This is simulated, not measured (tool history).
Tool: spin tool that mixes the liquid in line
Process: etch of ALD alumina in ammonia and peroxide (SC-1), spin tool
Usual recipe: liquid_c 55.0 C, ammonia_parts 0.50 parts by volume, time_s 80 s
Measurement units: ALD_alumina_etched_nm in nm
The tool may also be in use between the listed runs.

run     day  liquid_c  ammonia_parts  time_s  read-back film thickness of the ALD alumina reference wafer, read on the same gauge (nm)  ALD_alumina_etched_nm
  1   0.000      55.0           0.50      80                                                                                    129.99                   4.78
  2   3.179      55.0           0.50      80                                                                                    130.00                   4.70
  3   4.238      55.0           0.50      80                                                                                    129.99                   4.74
  4   6.412      55.0           0.50      80                                                                                    129.99                   4.63
  5   8.679      55.0           0.50      80                                                                                    130.01                   4.69
  6  11.262      55.0           0.60      80                                                                                    129.97                   4.75
  7  12.496      55.0           0.50      80                                                                                    129.99                   4.64
  8  14.358      55.0           0.50      80                                                                                    130.01                   4.62
  9  17.096      55.0           0.50      80                                                                                    130.00                   4.51
     24.771  -- thermometer replaced
     24.833  -- gauge calibrated
 10  25.579      57.0           0.50      80                                                                                    130.01                   4.97
     26.388  -- heated supply line repaired
 11  27.575      57.0           0.50      80                                                                                    129.98                   5.90
 12  30.142      46.0           0.60     105                                                                                    130.00                   4.34
 13  31.983      55.0           0.50     115                                                                                    130.00                   7.68
 14  33.921      55.0           0.70      80                                                                                    130.00                   5.43
 15  36.200      55.0           0.50      80                                                                                    130.00                   5.30
     36.588  -- new drum of ammonia solution connected
 16  38.200      55.0           0.35      80                                                                                    129.98                   5.12
 17  39.762      61.5           0.50      55                                                                                    129.98                   5.01
     41.504  -- ammonia flow meter replaced
 18  42.196      55.0           0.50      80                                                                                    130.00                   5.16
 19  44.000      51.5           0.50      95                                                                                    129.98                   5.07
 20  46.500      55.0           0.50      50                                                                                    130.02                   3.20
 21  48.471      55.0           0.50     110                                                                                    130.00                   7.18
 22  51.242      55.0           0.50      80                                                                                    130.00                   5.04
 23  53.908      57.5           0.35     115                                                                                    130.00                   8.19
 24  55.158      55.0           0.50      80                                                                                    129.98                   5.08

Forecast each of these 5 alternatives for the next run:
  A  55.175      59.5           0.50      80                                                                                         ?                      ?
  B  55.175      50.5           0.75      35                                                                                         ?                      ?
  C  55.175      52.5           0.40      80                                                                                         ?                      ?
  D  55.175      55.0           0.50     130                                                                                         ?                      ?
  E  55.175      55.0           0.50     100                                                                                         ?                      ?

run  read-back film thickness of the ALD alumina reference wafer, read on the same gauge (nm)  ALD_alumina_etched_nm
  A                                                                                    130.01                   6.30
  B                                                                                    130.01                   1.77
  C                                                                                    130.01                   4.25
  D                                                                                    130.01                   8.08
  E                                                                                    130.01                   6.21
The same runs, with their run-to-run variation unchanged, on a tool lacking any hidden condition would have given:
run  ALD_alumina_etched_nm
  A                   6.76
  B                   1.90
  C                   4.57
  D                   8.68
  E                   6.67

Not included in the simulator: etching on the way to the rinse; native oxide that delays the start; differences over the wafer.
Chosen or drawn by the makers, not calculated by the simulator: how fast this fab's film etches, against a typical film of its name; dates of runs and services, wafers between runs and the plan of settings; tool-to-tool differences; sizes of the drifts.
